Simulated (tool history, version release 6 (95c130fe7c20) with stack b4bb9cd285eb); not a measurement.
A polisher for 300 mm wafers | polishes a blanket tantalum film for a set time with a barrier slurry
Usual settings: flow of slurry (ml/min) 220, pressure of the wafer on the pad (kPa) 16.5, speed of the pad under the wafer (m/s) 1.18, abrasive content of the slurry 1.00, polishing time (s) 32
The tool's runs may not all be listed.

run    hour  flow of slurry (ml/min)  pressure of the wafer on the pad (kPa)  speed of the pad under the wafer (m/s)  abrasive content of the slurry  polishing time (s)  wafers since the last listed run  wafers polished on this pad  hours since the slurry nozzle was cleaned  hours since the head pressure was calibrated  hours since the slurry blender was calibrated  incoming thickness of the incoming film, nm  film removed (Å)
  1     0.0                      220                                    16.5                                    1.18                            1.00                  32                                 0                         4438                                      511.9                                         526.1                                          513.6                                        210.1               703
       65.8  -- slurry nozzle cleaned
       71.5  -- slurry blender recalibrated
  2    75.5                      220                                    16.5                                    1.18                            1.00                  32                               823                         5262                                        9.7                                         601.6                                            4.0                                        209.4               748
  3   178.6                      220                                    16.5                                    1.18                            1.00                  40                              1171                         6433                                      112.8                                         704.7                                          107.1                                        207.6               941
      192.7  -- worn pad replaced by a new one
      215.9  -- head pressure recalibrated
  4   272.8                      220                                    16.5                                    1.18                            1.00                  40                              1001                          887                                      207.0                                          56.9                                          201.3                                        208.6               903
  5   356.7                      220                                    16.5                                    1.18                            1.00                  40                               953                         1840                                      290.9                                         140.8                                          285.2                                        208.7               921
  6   415.6                      220                                    16.5                                    1.18                            1.00                  32                               669                         2509                                      349.8                                         199.7                                          344.1                                        210.9               723
  7   490.8                      220                                    16.5                                    1.18                            1.00                  32                               854                         3363                                      425.0                                         274.9                                          419.3                                        205.4               714
  8   578.0                      235                                    20.0                                    1.18                            1.00                  32                               990                         4354                                      512.2                                         362.1                                          506.5                                        211.2               828
      659.4  -- slurry blender recalibrated
  9   671.3                      235                                    20.0                                    1.18                            1.00                  32                              1037                         5391                                      605.5                                         455.4                                           11.9                                        211.3               915
 10   729.5                      220                                    16.5                                    1.18                            1.00                  40                               661                         6052                                      663.7                                         513.6                                           70.1                                        211.1               945
      797.1  -- slurry nozzle cleaned
      798.4  -- head pressure recalibrated
 11   836.6                      280                                    16.5                                    1.18                            1.00                  32                              1189                         7242                                       39.5                                          38.2                                          177.2                                        206.1               760
      849.5  -- worn pad replaced by a new one
 12   923.7                      160                                    22.1                                    0.80                            0.70                  32                               943                          843                                      126.6                                         125.3                                          264.3                                        206.9               574
 13   978.8                      190                                    16.5                                    1.18                            1.25                  32                               625                         1468                                      181.7                                         180.4                                          319.4                                        210.1               788
 14  1026.2                      220                                    16.5                                    1.18                            1.20                  32                               538                         2007                                      229.1                                         227.8                                          366.8                                        211.6               790
 15  1068.8                      265                                    16.5                                    1.18                            1.25                  32                               483                         2491                                      271.7                                         270.4                                          409.4                                        211.0               789
 16  1109.0                      220                                    16.5                                    1.46                            1.00                  32                               456                         2947                                      311.9                                         310.6                                          449.6                                        210.9               855
 17  1148.3                      220                                    13.8                                    1.18                            1.00                  32                               446                         3394                                      351.2                                         349.9                                          488.9                                        211.3               613
 18  1241.0                      220                                    16.5                                    1.18                            1.00                  32                              1052                         4447                                      443.9                                         442.6                                          581.6                                        211.0               712
 19  1312.9                      220                                    16.5                                    1.18                            1.00                  32                               816                         5263                                      515.8                                         514.5                                          653.5                                        211.9               690
     1342.5  -- slurry blender recalibrated
 20  1352.3                      270                                    20.7                                    0.86                            1.00                  24                               424                         5688                                      555.2                                         553.9                                            9.8                                        208.9               552
 21  1389.3                      220                                    12.4                                    1.18                            1.00                  27                               420                         6109                                      592.2                                         590.9                                           46.8                                        211.5               519
     1404.8  -- slurry nozzle cleaned
 22  1438.1                      220                                    16.5                                    1.18                            1.00                  32                               542                         6652                                       33.3                                         639.7                                           95.6                                        211.8               757
     1508.6  -- head pressure recalibrated
     1517.1  -- worn pad replaced by a new one
 23  1531.8                      220                                    16.5                                    1.18                            1.00                  32                               996                          167                                      127.0                                          23.2                                          189.3                                        211.5               768
 24  1790.4                      180                                    16.5                                    1.18                            0.80                  32                              2937                         3104                                      385.6                                         281.8                                          447.9                                        209.3               613
 25  1877.2                      185                                    16.5                                    1.18                            1.00                  32                               985                         4090                                      472.4                                         368.6                                          534.7                                        209.8               694
 26  1980.3                      255                                    12.4                                    1.18                            1.00                  21                              1171                         5261                                      575.5                                         471.7                                          637.8                                        205.5               364
     2020.1  -- slurry blender recalibrated
     2066.3  -- slurry nozzle cleaned
 27  2076.6                      285                                    16.5                                    1.56                            1.15                  27                              1059                         6321                                       10.3                                         568.0                                           56.5                                        207.6               869
 28  2167.2                      220                                    16.5                                    1.34                            1.10                  32                              1029                         7350                                      100.9                                         658.6                                          147.1                                        210.6               844
     2201.1  -- worn pad replaced by a new one
     2210.4  -- head pressure recalibrated
 29  2272.1                      190                                    16.5                                    1.18                            1.15                  39                              1123                          783                                      205.8                                          61.7                                          252.0                                        207.8               918
 30  2340.8                      265                                    16.5                                    1.18                            1.00                  37                               780                         1563                                      274.5                                         130.4                                          320.7                                        205.9               850

Forecast each of these 4 alternatives for the next run:
  A  2341.2                      220                                    16.5                                    1.18                            1.00                  32                                 4                         1568                                      274.9                                         130.8                                          321.1                                        208.5                 ?
  B  2341.2                      165                                    20.7                                    1.18                            1.20                  41                                 4                         1568                                      274.9                                         130.8                                          321.1                                        208.5                 ?
  C  2341.2                      285                                    16.5                                    0.96                            1.15                  32                                 4                         1568                                      274.9                                         130.8                                          321.1                                        208.5                 ?
  D  2341.2                      220                                    12.4                                    1.18                            0.85                  32                                 4                         1568                                      274.9                                         130.8                                          321.1                                        208.5                 ?

run  film removed (Å)
  A               729
  B              1154
  C               676
  D               537
Without the tool's hidden state the same runs would have given:
run  film removed (Å)
  A               775
  B              1216
  C               714
  D               576

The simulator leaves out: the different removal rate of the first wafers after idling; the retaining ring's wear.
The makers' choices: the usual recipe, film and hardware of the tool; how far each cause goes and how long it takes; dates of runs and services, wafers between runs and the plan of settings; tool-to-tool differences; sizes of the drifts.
